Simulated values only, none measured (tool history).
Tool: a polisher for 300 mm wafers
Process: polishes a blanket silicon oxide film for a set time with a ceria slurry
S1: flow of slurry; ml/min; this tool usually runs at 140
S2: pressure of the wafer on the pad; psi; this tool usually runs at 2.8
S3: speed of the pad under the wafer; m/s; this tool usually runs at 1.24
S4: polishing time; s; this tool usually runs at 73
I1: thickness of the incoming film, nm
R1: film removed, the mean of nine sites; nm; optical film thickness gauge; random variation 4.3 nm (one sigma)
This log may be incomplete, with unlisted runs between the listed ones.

Run 1, hour 0.0: usual settings but S1 115 ml/min; I1 1179.3. Result: R1 265.9 nm.
Run 2, hour 26.6: usual settings but S1 115 ml/min; I1 1196.2. Result: R1 259.9 nm.
At hour 35.1: worn pad replaced by a new one.
Run 3, hour 58.4: usual settings; I1 1187.3. Result: R1 275.4 nm.
Run 4, hour 93.6: usual settings; I1 1177.4. Result: R1 273.9 nm.
Run 5, hour 106.3: usual settings; I1 1203.6. Result: R1 269.9 nm.
Run 6, hour 142.2: usual settings; I1 1199.7. Result: R1 268.1 nm.
At hour 157.7: worn pad replaced by a new one.
Run 7, hour 176.1: usual settings; I1 1197.8. Result: R1 279.5 nm.
Run 8, hour 198.4: usual settings; I1 1201.9. Result: R1 271.6 nm.
Run 9, hour 231.6: usual settings; I1 1181.5. Result: R1 281.8 nm.
Run 10, hour 265.0: usual settings; I1 1196.6. Result: R1 281.6 nm.
At hour 275.2: slurry nozzle cleaned.
At hour 284.0: worn pad replaced by a new one.
Run 11, hour 294.6: usual settings; I1 1188.4. Result: R1 269.3 nm.
At hour 308.5: head pressure recalibrated.
Run 12, hour 319.5: usual settings but S4 60 s; I1 1201.0. Result: R1 241.3 nm.
Run 13, hour 353.1: usual settings but S4 60 s; I1 1190.9. Result: R1 238.5 nm.
Run 14, hour 369.3: usual settings but S1 100 ml/min, S3 0.94 m/s; I1 1184.0. Result: R1 215.3 nm.
At hour 401.1: worn pad replaced by a new one.
Run 15, hour 401.6: usual settings; I1 1173.4. Result: R1 287.3 nm.
Run 16, hour 419.0: usual settings but S3 1.08 m/s; I1 1196.3. Result: R1 257.2 nm.
Run 17, hour 437.3: usual settings; I1 1181.9. Result: R1 288.1 nm.
Run 18, hour 452.0: usual settings but S2 3.5 psi, S4 80 s; I1 1196.4. Result: R1 396.2 nm.
Run 19, hour 470.4: usual settings; I1 1184.0. Result: R1 285.4 nm.
Run 20, hour 493.9: usual settings but S1 95 ml/min; I1 1199.6. Result: R1 257.1 nm.
Run 21, hour 511.0: usual settings but S3 1.52 m/s; I1 1204.4. Result: R1 335.3 nm.
At hour 524.6: worn pad replaced by a new one.
Run 22, hour 543.9: usual settings but S1 185 ml/min, S2 1.9 psi, S3 1.08 m/s, S4 50 s; I1 1197.6. Result: R1 122.7 nm.
Run 23, hour 558.7: usual settings; I1 1179.6. Result: R1 282.5 nm.
Run 24, hour 594.2: usual settings but S4 65 s; I1 1186.7. Result: R1 252.6 nm.
Run 25, hour 619.2: usual settings; I1 1168.5. Result: R1 273.8 nm.
Run 26, hour 649.4: usual settings but S2 3.2 psi, S3 0.98 m/s, S4 54 s; I1 1200.8. Result: R1 197.4 nm.
At hour 678.7: worn pad replaced by a new one.
Run 27, hour 683.7: usual settings but S2 2.0 psi, S4 52 s; I1 1208.3. Result: R1 143.2 nm.

Alternative continuations, all from the tool just after run 27; predict every row:
Run A, hour 684.1: usual settings; I1 1198.5. Result: R1 ?.
Run B, hour 684.1: usual settings but S2 1.9 psi, S4 52 s; I1 1198.5. Result: R1 ?.
Run C, hour 684.1: usual settings but S2 2.1 psi, S3 0.86 m/s; I1 1198.5. Result: R1 ?.

run     R1
  A  275.0
  B  132.9
  C  154.3
The same runs, with their run-to-run variation unchanged, on a tool lacking any hidden condition would have given:
run     R1
  A  298.3
  B  144.2
  C  167.4
